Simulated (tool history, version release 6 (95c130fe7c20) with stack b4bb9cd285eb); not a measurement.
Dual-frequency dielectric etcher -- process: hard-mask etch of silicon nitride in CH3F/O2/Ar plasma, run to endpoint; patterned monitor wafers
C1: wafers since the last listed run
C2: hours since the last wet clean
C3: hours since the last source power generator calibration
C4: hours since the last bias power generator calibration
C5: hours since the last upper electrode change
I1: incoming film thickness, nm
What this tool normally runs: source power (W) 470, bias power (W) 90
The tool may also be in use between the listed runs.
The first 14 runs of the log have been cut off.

Run 15, hour 657.8: usual settings but source power (W) 590; C1 715; C2 471.6; C3 3793.5; C4 497.3; C5 4046.7; I1 55.2. Result: endpoint time (s) 68.5.
Run 16, hour 697.1: usual settings; C1 446; C2 510.9; C3 3832.8; C4 536.6; C5 4086; I1 55.1. Result: endpoint time (s) 74.1.
At hour 756.7: source power generator calibrated.
At hour 785.9: wet clean of the chamber.
Run 17, hour 786.4: usual settings but source power (W) 580; C1 696; C2 0.5; C3 29.7; C4 625.9; C5 4175.3; I1 55.3. Result: endpoint time (s) 66.5.
Run 18, hour 823.5: usual settings but source power (W) 350, bias power (W) 82; C1 421; C2 37.6; C3 66.8; C4 663; C5 4212.4; I1 55.3. Result: endpoint time (s) 84.6.
Run 19, hour 879.8: usual settings but source power (W) 420, bias power (W) 75; C1 639; C2 93.9; C3 123.1; C4 719.3; C5 4268.7; I1 55.5. Result: endpoint time (s) 82.4.
Run 20, hour 984.9: usual settings; C1 1193; C2 199; C3 228.2; C4 824.4; C5 4373.8; I1 54.7. Result: endpoint time (s) 72.3.
Run 21, hour 1030: usual settings; C1 512; C2 244.1; C3 273.3; C4 869.5; C5 4418.9; I1 54.9. Result: endpoint time (s) 71.6.
At hour 1071.4: upper electrode replaced.
Run 22, hour 1071.9: usual settings; C1 203; C2 286; C3 315.2; C4 911.4; C5 0.5; I1 54.9. Result: endpoint time (s) 73.3.
Run 23, hour 1092.8: usual settings but bias power (W) 107; C1 237; C2 306.9; C3 336.1; C4 932.3; C5 21.4; I1 54.7. Result: endpoint time (s) 66.
Run 24, hour 1149.7: usual settings but source power (W) 370, bias power (W) 69; C1 646; C2 363.8; C3 393; C4 989.2; C5 78.3; I1 54.9. Result: endpoint time (s) 91.9.
Run 25, hour 1197.3: usual settings but source power (W) 350, bias power (W) 75; C1 540; C2 411.4; C3 440.6; C4 1036.8; C5 125.9; I1 55.1. Result: endpoint time (s) 90.1.
Run 26, hour 1234: usual settings but source power (W) 390, bias power (W) 80; C1 416; C2 448.1; C3 477.3; C4 1073.5; C5 162.6; I1 55.4. Result: endpoint time (s) 84.9.
Run 27, hour 1298.2: usual settings but source power (W) 390; C1 729; C2 512.3; C3 541.5; C4 1137.7; C5 226.8; I1 55. Result: endpoint time (s) 79.2.
Run 28, hour 1335: usual settings but source power (W) 560, bias power (W) 108; C1 417; C2 549.1; C3 578.3; C4 1174.5; C5 263.6; I1 55.1. Result: endpoint time (s) 63.9.
Run 29, hour 1389.2: usual settings but source power (W) 370, bias power (W) 82; C1 615; C2 603.3; C3 632.5; C4 1228.7; C5 317.8; I1 55. Result: endpoint time (s) 85.4.

Expected results for the next run?
At hour 1454: wet clean of the chamber.
Run 30, hour 1563.8: usual settings; C1 1710; C2 109.8; C3 807.1; C4 1403.3; C5 492.4; I1 55.7. Result: endpoint time (s) ?.

{"run 30": {"endpoint time (s)": 73.5}}
Were there no unlogged condition in the tool, this run, its random variation unchanged, would have produced endpoint time (s) 72.1.
